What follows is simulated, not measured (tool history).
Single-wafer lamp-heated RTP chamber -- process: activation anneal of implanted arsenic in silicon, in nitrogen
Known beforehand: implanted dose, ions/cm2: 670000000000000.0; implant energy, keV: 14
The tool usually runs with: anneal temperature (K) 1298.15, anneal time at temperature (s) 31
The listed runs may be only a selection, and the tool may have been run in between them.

run   hour  anneal temperature (K)  anneal time at temperature (s)  wafers since the last listed run  wafers since the last pyrometer calibration  wafers since the reflector plate was cleaned  hours since the gauge calibration  read-back reference wafer on the same gauge, sheet resistance  sheet resistance of the implanted and annealed layer (ohm/square)
  1    0.0                 1298.15                              31                                 0                                          680                                           758                               41.8                                                         207.60                                                             185.33
  2   15.4                 1298.15                              46                               211                                          891                                           969                               57.2                                                         207.73                                                             179.48
  3   35.7                 1298.15                              46                               278                                         1170                                          1248                               77.5                                                         207.89                                                             178.78
  4   55.2                 1298.15                              31                               267                                         1437                                          1515                               97.0                                                         207.86                                                             186.20
  5   80.3                 1298.15                              31                               343                                         1781                                          1859                              122.1                                                         208.22                                                             184.17
  6  103.6                 1298.15                              31                               319                                         2100                                          2178                              145.4                                                         208.35                                                             185.51
  7  119.5                 1310.15                              31                               217                                         2318                                          2396                              161.3                                                         208.41                                                             182.43
     148.4  -- reflector plate cleaned
  8  150.5                 1310.15                              31                               315                                         2633                                            28                              192.3                                                         208.56                                                             180.67
  9  179.1                 1310.15                              31                               391                                         3025                                           420                              220.9                                                         209.10                                                             182.86
 10  214.5                 1298.15                              24                               485                                         3510                                           905                              256.3                                                         209.24                                                             188.55
 11  231.6                 1298.15                              24                               234                                         3744                                          1140                              273.4                                                         209.46                                                             188.96
 12  262.1                 1275.15                              41                               417                                         4162                                          1557                              303.9                                                         209.69                                                             190.57
 13  281.0                 1275.15                              41                               258                                         4421                                          1816                              322.8                                                         209.94                                                             190.76
     300.7  -- pyrometer window cleaned and pyrometer calibrated
 14  301.2                 1275.15                              41                               167                                            7                                          1984                              343.0                                                         209.99                                                             189.86
 15  323.7                 1305.15                              26                               308                                          315                                          2292                              365.5                                                         210.23                                                             187.57
 16  337.0                 1305.15                              26                               182                                          497                                          2474                              378.8                                                         210.18                                                             188.83
 17  369.2                 1318.15                              24                               441                                          939                                          2915                              411.0                                                         210.70                                                             185.31
     385.3  -- reflector plate cleaned
 18  385.8                 1328.15                              41                               117                                         1056                                             6                              427.6                                                         210.80                                                             175.19
 19  413.9                 1277.15                              15                               385                                         1441                                           391                              455.7                                                         211.11                                                             205.01
 20  428.3                 1298.15                              31                               197                                         1639                                           588                              470.1                                                         211.08                                                             186.68
     454.6  -- gauge calibrated
 21  461.2                 1322.15                              48                               450                                         2090                                          1039                                6.6                                                         206.88                                                             171.73
 22  491.9                 1278.15                              18                               420                                         2510                                          1460                               37.3                                                         206.94                                                             197.11
 23  505.5                 1282.15                              31                               186                                         2697                                          1646                               50.9                                                         207.23                                                             189.60
 24  536.1                 1298.15                              22                               419                                         3116                                          2066                               81.5                                                         207.38                                                             188.38
 25  558.6                 1323.15                              18                               308                                         3424                                          2374                              104.0                                                         207.46                                                             184.92
 26  571.3                 1277.15                              31                               174                                         3598                                          2548                              116.7                                                         207.82                                                             191.88
 27  597.2                 1328.15                              31                               354                                         3953                                          2903                              142.6                                                         207.88                                                             175.23
     605.8  -- pyrometer window cleaned and pyrometer calibrated
 28  612.6                 1298.15                              31                               101                                           92                                          3004                              158.0                                                         208.03                                                             184.78
     631.4  -- reflector plate cleaned
 29  639.2                 1275.15                              20                               254                                          347                                           107                              184.6                                                         208.23                                                             197.98
 30  673.1                 1284.15                              48                               464                                          812                                           572                              218.5                                                         208.26                                                             185.02
 31  751.8                 1288.15                              31                              1078                                         1890                                          1650                              297.2                                                         209.39                                                             189.86
 32  785.3                 1278.15                              39                               459                                         2349                                          2109                              330.7                                                         209.46                                                             190.19
 33  808.0                 1298.15                              31                               311                                         2660                                          2420                              353.4                                                         209.67                                                             186.59
 34  829.3                 1298.15                              31                               291                                         2952                                          2712                              374.7                                                         209.67                                                             187.60
     862.6  -- reflector plate cleaned
 35  863.1                 1284.15                              37                               353                                         3305                                             6                              408.5                                                         209.95                                                             189.36

How would selected steps in sheet resistance of the implanted and annealed layer (ohm/square) from run to run divide? Give the signed amount a tool lacking its hidden state would still show from settings, what came in and random variation, and the signed amount left for the hidden state, including any gauge scatter that is not in both of the compared results.
Hidden conditions of the tool in this case: true wafer temperature minus pyrometer reading, K; wafer temperature error from the tarnished reflector plate, K; gauge reads high (%).
Run 18 -> 19: anneal temperature (K) 1328.15 -> 1277.15, anneal time at temperature (s) 41 -> 15. sheet resistance of the implanted and annealed layer (ohm/square) +29.82: hidden state +0.76, all else +29.06.
Run 19 -> 20: anneal temperature (K) 1277.15 -> 1298.15, anneal time at temperature (s) 15 -> 31. sheet resistance of the implanted and annealed layer (ohm/square) -18.33: hidden state -0.25, all else -18.08.
Run 20 -> 21: anneal temperature (K) 1298.15 -> 1322.15, anneal time at temperature (s) 31 -> 48, gauge calibrated. sheet resistance of the implanted and annealed layer (ohm/square) -14.95: hidden state -3.83, all else -11.12.
Run 21 -> 22: anneal temperature (K) 1322.15 -> 1278.15, anneal time at temperature (s) 48 -> 18. sheet resistance of the implanted and annealed layer (ohm/square) +25.38: hidden state +0.20, all else +25.18.
Run 30 -> 31: anneal temperature (K) 1284.15 -> 1288.15, anneal time at temperature (s) 48 -> 31. sheet resistance of the implanted and annealed layer (ohm/square) +4.84: hidden state +0.63, all else +4.21.
